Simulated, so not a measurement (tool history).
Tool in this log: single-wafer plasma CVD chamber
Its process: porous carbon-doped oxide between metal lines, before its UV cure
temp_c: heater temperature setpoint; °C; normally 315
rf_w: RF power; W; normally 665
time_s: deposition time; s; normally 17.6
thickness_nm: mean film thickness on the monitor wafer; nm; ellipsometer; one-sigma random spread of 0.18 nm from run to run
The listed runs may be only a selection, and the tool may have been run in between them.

| run | day | temp_c | rf_w | time_s | wafers since the last listed run | hours since the last thermocouple change | hours since the last RF generator calibration | hours since the showerhead was replaced | hours since the gauge calibration | read-back reference wafer on the same gauge, thickness_nm | thickness_nm |
|---|---|---|---|---|---|---|---|---|---|---|---|
| 1 | 0.000 | 315 | 665 | 17.6 | 0 | 842.1 | 739.0 | 6432.2 | 104.2 | 130.980 | 115.577 |
| 2 | 0.633 | 315 | 665 | 17.6 | 463 | 857.3 | 754.2 | 6447.4 | 119.4 | 130.996 | 115.568 |
| 3 | 1.117 | 315 | 665 | 17.6 | 353 | 868.9 | 765.8 | 6459.0 | 131.0 | 131.074 | 115.989 |
| 4 | 1.379 | 315 | 665 | 17.6 | 191 | 875.2 | 772.1 | 6465.3 | 137.3 | 131.024 | 115.531 |
| 5 | 1.871 | 315 | 665 | 17.6 | 359 | 887.0 | 783.9 | 6477.1 | 149.1 | 131.016 | 115.668 |
| 6 | 2.154 | 315 | 665 | 15.2 | 207 | 893.8 | 790.7 | 6483.9 | 155.9 | 131.054 | 100.225 |
| 7 | 2.667 | 315 | 665 | 15.2 | 374 | 906.1 | 803.0 | 6496.2 | 168.2 | 130.962 | 100.512 |
| 8 | 3.167 | 315 | 665 | 17.6 | 365 | 918.1 | 815.0 | 6508.2 | 180.2 | 131.041 | 116.190 |
| 9 | 3.858 | 315 | 665 | 17.6 | 505 | 934.7 | 831.6 | 6524.8 | 196.8 | 131.032 | 115.926 |
| 10 | 4.375 | 315 | 665 | 17.6 | 377 | 947.1 | 844.0 | 6537.2 | 209.2 | 130.994 | 115.756 |
|  | 5.025 | gauge calibrated |
|  | 5.254 | thermocouple changed; heater temperature recalibrated |
| 11 | 5.275 | 315 | 665 | 17.6 | 414 | 0.5 | 865.6 | 6558.8 | 6.0 | 130.963 | 113.516 |
| 12 | 5.821 | 315 | 665 | 17.6 | 399 | 13.6 | 878.7 | 6571.9 | 19.1 | 131.090 | 113.818 |
|  | 6.446 | showerhead replaced |
| 13 | 6.458 | 315 | 555 | 20.9 | 222 | 28.9 | 894.0 | 0.3 | 34.4 | 130.981 | 121.546 |
| 14 | 6.788 | 306 | 665 | 14.7 | 240 | 36.8 | 901.9 | 8.2 | 42.3 | 130.995 | 99.665 |
| 15 | 7.271 | 315 | 665 | 17.6 | 353 | 48.4 | 913.5 | 19.8 | 53.9 | 131.011 | 114.145 |
| 16 | 7.708 | 326 | 755 | 15.1 | 319 | 58.9 | 924.0 | 30.3 | 64.4 | 130.947 | 100.285 |
|  | 8.217 | RF generator calibrated |
| 17 | 8.379 | 315 | 665 | 17.6 | 246 | 75.0 | 3.9 | 46.4 | 80.5 | 130.935 | 117.900 |
| 18 | 8.971 | 315 | 665 | 17.6 | 432 | 89.2 | 18.1 | 60.6 | 94.7 | 130.970 | 117.829 |
| 19 | 9.638 | 323 | 725 | 20.3 | 487 | 105.2 | 34.1 | 76.6 | 110.7 | 130.974 | 136.663 |
| 20 | 10.171 | 315 | 590 | 17.6 | 389 | 118.0 | 46.9 | 89.4 | 123.5 | 131.034 | 110.273 |
| 21 | 10.942 | 327 | 705 | 19.5 | 563 | 136.5 | 65.4 | 107.9 | 142.0 | 131.001 | 127.048 |
| 22 | 11.329 | 315 | 665 | 17.6 | 283 | 145.8 | 74.7 | 117.2 | 151.3 | 130.944 | 117.451 |
| 23 | 11.838 | 315 | 715 | 17.6 | 371 | 158.0 | 86.9 | 129.4 | 163.5 | 131.056 | 122.278 |
| 24 | 12.267 | 301 | 665 | 14.1 | 313 | 168.3 | 97.2 | 139.7 | 173.8 | 131.083 | 101.313 |

What differs in the tool's unlogged condition from the final listed run ahead of each entry between runs to the first listed run following it?
From run 10 to run 11: gauge calibrated (day 5.025); thermocouple changed; heater temperature recalibrated (day 5.254)
  wafer temperature above the value expected at the setpoint (K): -5.12 -> -1.2; delivered RF power above the setpoint (%): -6.53 -> -6.56
  measured less the result without the state, thickness_nm: -1.634 -> -3.723 nm
From run 12 to run 13: showerhead replaced (day 6.446)
  wafer temperature above the value expected at the setpoint (K): -1.27 -> -1.35; delivered RF power above the setpoint (%): -6.57 -> -6.59
  measured less the result without the state, thickness_nm: -3.704 -> -3.984 nm
From run 16 to run 17: RF generator calibrated (day 8.217)
  wafer temperature above the value expected at the setpoint (K): -1.52 -> -1.61; delivered RF power above the setpoint (%): -6.61 -> -0.581
  measured less the result without the state, thickness_nm: -3.171 -> +0.490 nm
